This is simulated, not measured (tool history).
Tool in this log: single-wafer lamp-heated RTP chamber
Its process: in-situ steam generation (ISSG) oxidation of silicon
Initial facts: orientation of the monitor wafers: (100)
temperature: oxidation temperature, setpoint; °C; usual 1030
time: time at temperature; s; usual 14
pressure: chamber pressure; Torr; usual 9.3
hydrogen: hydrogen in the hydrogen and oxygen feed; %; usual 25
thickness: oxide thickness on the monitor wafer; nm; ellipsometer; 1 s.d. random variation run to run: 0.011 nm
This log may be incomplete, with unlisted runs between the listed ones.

run	hour	temperature	time	pressure	hydrogen	read-back reference wafer on the same gauge, thickness	thickness
1	0.0	1030	14	8.8	25	4.984	5.422
2	13.5	1030	14	9.3	25	4.991	5.376
3	44.1	1030	14	9.3	25	4.993	5.380
4	79.5	1030	14	9.3	25	4.990	5.386
5	107.1	1037	14	9.3	25	4.993	5.561
6	141.1	1030	13	9.3	25	4.987	5.192
# hour 165.0: pressure gauge zeroed
7	166.2	1030	13	9.3	25	4.990	5.200
# hour 185.8: hydrogen flow controller replaced
8	186.3	1030	13	9.3	25	4.985	5.189
9	213.2	1030	14	9.3	25	4.992	5.403
10	229.3	1030	14	9.3	25	4.992	5.399
11	249.2	1030	13	9.3	25	4.985	5.209
12	280.8	1030	16	9.3	25	4.994	5.777
13	297.3	1020	12	8.1	31	4.988	5.168
14	313.0	1013	14	9.3	30	4.989	5.253
# hour 322.0: gauge calibrated
15	338.8	1030	18	7.9	25	4.989	6.217
16	365.1	1030	16	9.3	30	4.987	6.014
17	393.4	1030	10	9.3	25	4.988	4.626
# hour 404.6: pyrometer window cleaned and pyrometer calibrated
18	412.6	1030	14	9.3	25	4.991	5.283
19	443.3	1030	14	9.3	25	4.987	5.282
20	463.7	1030	14	9.3	25	4.992	5.282

Run 21 is up next; what results do you expect?
21	482.5	1030	14	9.3	20	?	?

{"run 21": {"read-back reference wafer on the same gauge, thickness": 4.994, "thickness": 5.003}}
With no hidden state in the tool, this same run would have given thickness 4.991 nm.
